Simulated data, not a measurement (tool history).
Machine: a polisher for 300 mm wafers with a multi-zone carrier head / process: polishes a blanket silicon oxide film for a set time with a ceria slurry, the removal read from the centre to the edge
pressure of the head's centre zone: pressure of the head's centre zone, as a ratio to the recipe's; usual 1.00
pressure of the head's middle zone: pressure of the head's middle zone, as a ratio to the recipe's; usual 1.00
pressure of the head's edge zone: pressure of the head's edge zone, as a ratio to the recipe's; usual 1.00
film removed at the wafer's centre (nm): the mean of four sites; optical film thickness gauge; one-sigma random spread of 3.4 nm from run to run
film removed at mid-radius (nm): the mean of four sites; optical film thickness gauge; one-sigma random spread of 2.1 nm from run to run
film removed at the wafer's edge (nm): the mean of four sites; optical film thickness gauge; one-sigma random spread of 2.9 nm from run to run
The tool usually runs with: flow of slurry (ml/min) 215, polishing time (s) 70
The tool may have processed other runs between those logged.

run,hour,flow of slurry (ml/min),pressure of the head's centre zone,pressure of the head's middle zone,pressure of the head's edge zone,polishing time (s),"incoming thickness of the incoming film, nm",film removed at the wafer's centre (nm),film removed at mid-radius (nm),film removed at the wafer's edge (nm)
1,0.0,215,1.10,1.05,0.95,86,1042.3,291.5,308.7,302.5
2,13.5,215,0.95,1.00,0.92,70,1053.1,207.7,238.0,242.4
# hour 24.2: worn pad replaced by a new one
3,24.7,285,1.00,1.07,0.90,93,1016.6,311.5,355.0,329.3
4,32.3,215,0.92,1.00,1.00,70,1015.0,190.7,241.8,244.7
5,38.5,215,0.96,0.96,1.00,70,1050.4,204.2,234.8,253.4
# hour 47.2: carrier head's membrane replaced by a new one
# hour 51.9: centre zone pressure recalibrated
6,52.5,240,0.92,1.00,1.10,70,1031.5,225.5,242.6,267.9
7,58.5,215,1.00,1.00,1.00,70,1029.1,233.8,238.2,251.5
8,72.7,285,1.00,1.00,1.07,91,1019.1,332.8,321.1,351.9
9,79.8,285,1.00,1.00,0.88,70,1011.3,251.9,248.9,242.4
10,89.0,215,1.00,1.00,1.00,70,1023.7,233.0,234.5,245.6
11,98.5,215,1.07,1.00,1.00,70,1043.2,252.5,233.9,245.5
# hour 105.5: slurry nozzle cleaned
12,133.9,215,1.00,0.92,1.00,92,1038.4,344.7,318.6,351.0
# hour 142.1: worn pad replaced by a new one
13,148.1,255,1.09,0.93,0.92,70,1029.5,293.7,247.8,259.9
14,164.8,215,1.00,1.00,1.00,70,1034.2,256.6,257.5,261.6
15,174.3,150,1.12,1.00,0.92,90,1022.5,356.9,303.0,311.1
16,183.1,215,1.00,1.00,1.00,70,1029.7,260.0,256.3,263.7
17,234.7,175,1.00,1.00,1.00,70,1028.8,250.7,246.2,254.6
18,250.8,215,1.03,1.00,1.05,80,1038.4,302.5,285.0,311.1
19,265.6,185,1.00,1.00,1.06,70,1015.2,249.1,248.9,265.6
# hour 273.1: worn pad replaced by a new one
20,275.9,215,1.00,1.00,1.00,70,1034.2,255.6,254.0,263.4
21,284.9,240,1.00,1.00,1.00,70,1013.9,256.3,256.3,261.7
22,297.4,215,0.96,1.00,0.94,70,1027.2,242.1,250.9,255.3

Alternative continuations, all from the tool just after run 22; predict every row:
A,297.8,215,1.00,1.00,1.00,70,1031.4,?,?,?
B,297.8,235,1.00,1.09,1.08,70,1031.4,?,?,?
C,297.8,185,0.94,1.00,1.00,70,1031.4,?,?,?
D,297.8,215,1.09,1.07,1.00,70,1031.4,?,?,?

run,film removed at the wafer's centre (nm),film removed at mid-radius (nm),film removed at the wafer's edge (nm)
A,252.3,251.5,257.6
B,256.6,274.5,269.6
C,229.7,244.7,252.6
D,275.3,266.2,257.4
Take away the tool's hidden state, keep each run's random variation, and the runs would have read:
run,film removed at the wafer's centre (nm),film removed at mid-radius (nm),film removed at the wafer's edge (nm)
A,267.9,260.8,264.6
B,271.6,283.9,276.4
C,245.7,255.3,260.4
D,292.4,276.1,264.4
